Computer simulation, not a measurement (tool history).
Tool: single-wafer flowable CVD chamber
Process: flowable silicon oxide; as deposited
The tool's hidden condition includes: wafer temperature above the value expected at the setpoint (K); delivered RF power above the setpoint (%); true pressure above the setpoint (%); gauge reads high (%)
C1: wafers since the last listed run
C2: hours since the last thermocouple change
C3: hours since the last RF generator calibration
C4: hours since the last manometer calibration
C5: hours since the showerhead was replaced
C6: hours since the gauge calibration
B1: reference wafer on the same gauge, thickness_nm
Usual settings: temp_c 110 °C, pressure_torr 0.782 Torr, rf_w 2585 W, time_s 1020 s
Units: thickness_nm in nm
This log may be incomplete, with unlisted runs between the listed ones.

run 1 day=0 | temp_c=110 pressure_torr=0.782 rf_w=2585 time_s=1020 | C1=0 C2=1288 C3=1545.1 C4=1029.2 C5=2814.8 C6=119.5 | B1=429.146 | thickness_nm=453.722
run 2 day=4.45 | temp_c=110 pressure_torr=0.782 rf_w=2585 time_s=1020 | C1=302 C2=1394.8 C3=1651.9 C4=1136 C5=2921.6 C6=226.3 | B1=428.897 | thickness_nm=452.687
-- day=4.85 capacitance manometer re-zeroed and calibrated
run 3 day=8.479 | temp_c=110 pressure_torr=0.782 rf_w=2585 time_s=1020 | C1=251 C2=1491.5 C3=1748.6 C4=87.1 C5=3018.3 C6=323 | B1=429.29 | thickness_nm=453.762
run 4 day=10.95 | temp_c=110 pressure_torr=0.782 rf_w=2585 time_s=1020 | C1=168 C2=1550.8 C3=1807.9 C4=146.4 C5=3077.6 C6=382.3 | B1=428.926 | thickness_nm=450.526
run 5 day=12.871 | temp_c=110 pressure_torr=0.782 rf_w=2585 time_s=1020 | C1=130 C2=1596.9 C3=1854 C4=192.5 C5=3123.7 C6=428.4 | B1=429.104 | thickness_nm=453.588
run 6 day=17.196 | temp_c=110 pressure_torr=0.827 rf_w=2750 time_s=1020 | C1=294 C2=1700.7 C3=1957.8 C4=296.3 C5=3227.5 C6=532.2 | B1=429.017 | thickness_nm=479.399
run 7 day=21.296 | temp_c=110 pressure_torr=0.782 rf_w=2585 time_s=1020 | C1=279 C2=1799.1 C3=2056.2 C4=394.7 C5=3325.9 C6=630.6 | B1=428.91 | thickness_nm=451.917
-- day=23.225 RF generator calibrated
run 8 day=23.3 | temp_c=110 pressure_torr=0.782 rf_w=2585 time_s=1020 | C1=113 C2=1847.2 C3=1.8 C4=442.8 C5=3374 C6=678.7 | B1=428.899 | thickness_nm=452.585
-- day=24.742 thermocouple changed; heater temperature recalibrated
run 9 day=25.033 | temp_c=110 pressure_torr=0.782 rf_w=2585 time_s=1020 | C1=95 C2=7 C3=43.4 C4=484.4 C5=3415.6 C6=720.3 | B1=429.081 | thickness_nm=454.093
run 10 day=27.9 | temp_c=102 pressure_torr=0.646 rf_w=2885 time_s=1220 | C1=195 C2=75.8 C3=112.2 C4=553.2 C5=3484.4 C6=789.1 | B1=428.824 | thickness_nm=566.802
run 11 day=31.692 | temp_c=107 pressure_torr=0.782 rf_w=2585 time_s=1020 | C1=258 C2=166.8 C3=203.2 C4=644.2 C5=3575.4 C6=880.1 | B1=429.01 | thickness_nm=488.593
run 12 day=35.521 | temp_c=110 pressure_torr=0.619 rf_w=2585 time_s=1020 | C1=260 C2=258.7 C3=295.1 C4=736.1 C5=3667.3 C6=972 | B1=429.195 | thickness_nm=357.271
run 13 day=39.904 | temp_c=110 pressure_torr=0.782 rf_w=2585 time_s=1210 | C1=298 C2=363.9 C3=400.3 C4=841.3 C5=3772.5 C6=1077.2 | B1=429.243 | thickness_nm=538.603
run 14 day=43.538 | temp_c=101 pressure_torr=0.782 rf_w=2585 time_s=840 | C1=247 C2=451.1 C3=487.5 C4=928.5 C5=3859.7 C6=1164.4 | B1=429.269 | thickness_nm=487.026
-- day=45.946 capacitance manometer re-zeroed and calibrated
run 15 day=46.15 | temp_c=110 pressure_torr=0.725 rf_w=2910 time_s=1020 | C1=155 C2=513.8 C3=550.2 C4=4.9 C5=3922.4 C6=1227.1 | B1=428.996 | thickness_nm=426.249
run 16 day=53.471 | temp_c=110 pressure_torr=0.913 rf_w=2585 time_s=920 | C1=498 C2=689.5 C3=725.9 C4=180.6 C5=4098.1 C6=1402.8 | B1=429.18 | thickness_nm=476.001
run 17 day=57.246 | temp_c=110 pressure_torr=0.782 rf_w=2585 time_s=1020 | C1=256 C2=780.1 C3=816.5 C4=271.2 C5=4188.7 C6=1493.4 | B1=429.015 | thickness_nm=454.122
-- day=59.588 showerhead replaced
run 18 day=59.608 | temp_c=110 pressure_torr=0.782 rf_w=2420 time_s=1020 | C1=138 C2=836.8 C3=873.2 C4=327.9 C5=0.5 C6=1550.1 | B1=428.846 | thickness_nm=448.22
-- day=61.233 gauge calibrated
run 19 day=63.738 | temp_c=96 pressure_torr=0.782 rf_w=2585 time_s=1020 | C1=281 C2=935.9 C3=972.3 C4=427 C5=99.6 C6=60.1 | B1=428.894 | thickness_nm=679.984
run 20 day=68.012 | temp_c=110 pressure_torr=0.782 rf_w=2405 time_s=890 | C1=291 C2=1038.5 C3=1074.9 C4=529.6 C5=202.2 C6=162.7 | B1=428.758 | thickness_nm=391.171
run 21 day=70.754 | temp_c=110 pressure_torr=0.782 rf_w=2585 time_s=900 | C1=186 C2=1104.3 C3=1140.7 C4=595.4 C5=268 C6=228.5 | B1=429.35 | thickness_nm=401.401
run 22 day=73.925 | temp_c=110 pressure_torr=0.782 rf_w=2585 time_s=1020 | C1=215 C2=1180.4 C3=1216.8 C4=671.5 C5=344.1 C6=304.6 | B1=429.107 | thickness_nm=450.813
run 23 day=75.733 | temp_c=98 pressure_torr=0.665 rf_w=2585 time_s=1020 | C1=123 C2=1223.8 C3=1260.2 C4=714.9 C5=387.5 C6=348 | B1=428.833 | thickness_nm=544.152

Run 24 comes next. What will it give?
run 24 day=79.817 | temp_c=107 pressure_torr=0.782 rf_w=2585 time_s=1020 | C1=277 C2=1321.8 C3=1358.2 C4=812.9 C5=485.5 C6=446 | B1=? | thickness_nm=?

{"run 24": {"B1": 428.473, "thickness_nm": 494.221}}
On a tool with no hidden condition, and with the same random variation, this run would have come out at thickness_nm 494.221 nm.
